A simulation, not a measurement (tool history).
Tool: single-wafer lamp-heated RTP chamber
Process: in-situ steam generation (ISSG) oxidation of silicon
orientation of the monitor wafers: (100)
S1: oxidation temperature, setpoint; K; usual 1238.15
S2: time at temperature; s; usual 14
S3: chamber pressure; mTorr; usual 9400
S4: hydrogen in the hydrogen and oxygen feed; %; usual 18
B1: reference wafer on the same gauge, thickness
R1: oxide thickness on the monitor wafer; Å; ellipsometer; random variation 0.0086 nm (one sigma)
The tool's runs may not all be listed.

run 1 hour=0.0 | S1=1238.15 S2=14 S3=9400 S4=18 | B1=4.560 | R1=38.99
-- hour=76.1 gauge calibrated
run 2 hour=89.4 | S1=1238.15 S2=14 S3=9400 S4=18 | B1=4.561 | R1=39.14
-- hour=110.0 pyrometer window cleaned and pyrometer calibrated
run 3 hour=169.0 | S1=1238.15 S2=14 S3=9400 S4=18 | B1=4.561 | R1=38.79
run 4 hour=218.3 | S1=1238.15 S2=14 S3=9400 S4=18 | B1=4.559 | R1=38.87
-- hour=410.3 pyrometer window cleaned and pyrometer calibrated
run 5 hour=500.4 | S1=1238.15 S2=14 S3=9400 S4=18 | B1=4.559 | R1=39.69
run 6 hour=547.8 | S1=1238.15 S2=14 S3=9400 S4=18 | B1=4.561 | R1=39.98
run 7 hour=608.4 | S1=1229.15 S2=14 S3=9400 S4=18 | B1=4.560 | R1=38.89
-- hour=640.0 pressure gauge zeroed
run 8 hour=698.8 | S1=1229.15 S2=14 S3=9400 S4=18 | B1=4.559 | R1=38.84
-- hour=744.2 pyrometer window cleaned and pyrometer calibrated, repeated, since the last time left the tool worse
run 9 hour=755.4 | S1=1229.15 S2=14 S3=9400 S4=18 | B1=4.560 | R1=37.55
run 10 hour=853.1 | S1=1238.15 S2=9 S3=10000 S4=11 | B1=4.561 | R1=28.89
-- hour=889.5 hydrogen flow controller replaced
run 11 hour=943.6 | S1=1238.15 S2=14 S3=9400 S4=27 | B1=4.561 | R1=43.00
run 12 hour=1044.7 | S1=1238.15 S2=14 S3=9400 S4=18 | B1=4.559 | R1=39.14
-- hour=1073.3 pyrometer window cleaned and pyrometer calibrated
run 13 hour=1087.4 | S1=1238.15 S2=14 S3=9400 S4=18 | B1=4.560 | R1=38.71
run 14 hour=1165.2 | S1=1243.15 S2=14 S3=8300 S4=18 | B1=4.561 | R1=39.99
-- hour=1178.3 gauge calibrated
run 15 hour=1225.1 | S1=1227.15 S2=10 S3=8000 S4=22 | B1=4.561 | R1=35.35
run 16 hour=1303.3 | S1=1224.15 S2=11 S3=10200 S4=14 | B1=4.560 | R1=31.79
run 17 hour=1402.8 | S1=1249.15 S2=10 S3=8400 S4=24 | B1=4.560 | R1=38.13
-- hour=1429.2 pyrometer window cleaned and pyrometer calibrated
run 18 hour=1508.7 | S1=1238.15 S2=14 S3=9400 S4=15 | B1=4.561 | R1=37.30
run 19 hour=1588.7 | S1=1253.15 S2=17 S3=9400 S4=18 | B1=4.561 | R1=44.39

3 ways to go on from here, each from the tool as it stands after run 19. What would each give?
run A hour=1589.1 | S1=1238.15 S2=14 S3=10100 S4=18 | B1=? | R1=?
run B hour=1589.1 | S1=1232.15 S2=14 S3=9400 S4=18 | B1=? | R1=?
run C hour=1589.1 | S1=1238.15 S2=9 S3=9400 S4=18 | B1=? | R1=?

run=A B1=4.559 R1=38.56
run=B B1=4.559 R1=38.35
run=C B1=4.559 R1=32.78
Without the tool's hidden state the same runs would have given:
run=A R1=38.13
run=B R1=37.94
run=C R1=32.48
